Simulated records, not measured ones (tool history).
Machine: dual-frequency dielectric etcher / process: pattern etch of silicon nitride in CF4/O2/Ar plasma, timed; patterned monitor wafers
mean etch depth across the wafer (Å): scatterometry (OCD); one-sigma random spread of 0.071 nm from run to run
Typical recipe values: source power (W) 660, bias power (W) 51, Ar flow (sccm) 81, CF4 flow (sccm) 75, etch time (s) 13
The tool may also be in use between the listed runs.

run,day,source power (W),bias power (W),Ar flow (sccm),CF4 flow (sccm),etch time (s),wafers since the last listed run,hours since the last wet clean,hours since the last source power generator calibration,hours since the last bias power generator calibration,hours since the last Ar flow controller change,hours since the last CF4 flow controller change,hours since the last upper electrode change,hours since the gauge calibration,"read-back reference wafer on the same gauge, depth_nm",mean etch depth across the wafer (Å)
1,0,660,51,81,75,13,0,447.4,1809.1,3752.5,1070.9,3177.5,1663.2,227.8,27.8,318.7
# day 1.379: wet clean of the chamber
2,1.4,660,51,81,75,13,213,0.5,1842.7,3786.1,1104.5,3211.1,1696.8,261.4,27.78,317.3
3,2.792,660,51,81,75,13,741,33.9,1876.1,3819.5,1137.9,3244.5,1730.2,294.8,27.8,318
4,5.388,660,51,81,75,13,1383,96.2,1938.4,3881.8,1200.2,3306.8,1792.5,357.1,27.81,318.4
5,7.383,660,51,81,75,13,1063,144.1,1986.3,3929.7,1248.1,3354.7,1840.4,405,27.8,318.4
6,8.479,660,51,81,75,13,584,170.4,2012.6,3956,1274.4,3381,1866.7,431.3,27.79,317.8
7,10.817,660,51,81,75,13,1245,226.5,2068.7,4012.1,1330.5,3437.1,1922.8,487.4,27.8,320
8,12.3,660,51,81,75,13,790,262.1,2104.3,4047.7,1366.1,3472.7,1958.4,523,27.79,320.1
9,15.179,660,51,81,75,13,1534,331.2,2173.4,4116.8,1435.2,3541.8,2027.5,592.1,27.8,321.4
10,17.442,660,51,81,75,13,1205,385.5,2227.7,4171.1,1489.5,3596.1,2081.8,646.4,27.81,319
# day 19.592: upper electrode replaced, of another model than before
# day 21.008: wet clean of the chamber
11,21.029,560,51,81,83,13,846,0.5,2313.8,4257.2,1575.6,3682.2,34.5,732.5,27.81,297.6
# day 21.371: Ar flow controller replaced
12,22.062,660,51,81,66,9.5,417,25.3,2338.6,4282,16.6,3707,59.3,757.3,27.8,228
# day 22.692: CF4 flow controller replaced
# day 23.617: bias power generator calibrated
13,23.992,660,42,92,67,11,806,71.6,2384.9,9,62.9,31.2,105.6,803.6,27.8,249.4
14,26.429,660,39,93,75,15,1299,130.1,2443.4,67.5,121.4,89.7,164.1,862.1,27.81,338
# day 27.167: gauge calibrated
15,29.379,660,51,81,75,13,1572,200.9,2514.2,138.3,192.2,160.5,234.9,53.1,27.79,316
16,30.408,660,45,81,75,13,548,225.6,2538.9,163,216.9,185.2,259.6,77.8,27.8,308.5
17,32.496,660,51,81,90,12,1112,275.7,2589,213.1,267,235.3,309.7,127.9,27.79,299.7
# day 33.029: source power generator calibrated
18,34.112,790,51,81,75,13,772,314.5,26,251.9,305.8,274.1,348.5,166.7,27.79,339.7
19,35.371,660,51,81,75,13,670,344.7,56.2,282.1,336,304.3,378.7,196.9,27.8,309.7
# day 39.383: wet clean of the chamber
20,42.729,660,51,90,69,13,3388,80.3,232.8,458.7,512.6,480.9,555.3,373.5,27.8,303.9

Branching from run 20: 5 alternative next runs. What would each branch give?
A,42.746,660,51,81,88,13,8,80.7,233.2,459.1,513,481.3,555.7,373.9,?,?
B,42.746,660,51,93,75,13,8,80.7,233.2,459.1,513,481.3,555.7,373.9,?,?
C,42.746,780,59,81,75,11,8,80.7,233.2,459.1,513,481.3,555.7,373.9,?,?
D,42.746,520,57,81,62,9.5,8,80.7,233.2,459.1,513,481.3,555.7,373.9,?,?
E,42.746,660,56,63,81,9.5,8,80.7,233.2,459.1,513,481.3,555.7,373.9,?,?

run,"read-back reference wafer on the same gauge, depth_nm",mean etch depth across the wafer (Å)
A,27.81,316.7
B,27.81,304.9
C,27.81,295.4
D,27.81,203
E,27.81,240.4
The same runs, with their run-to-run variation unchanged, on a tool lacking any hidden condition would have given:
run,mean etch depth across the wafer (Å)
A,316
B,304.2
C,294.7
D,202.6
E,239.8
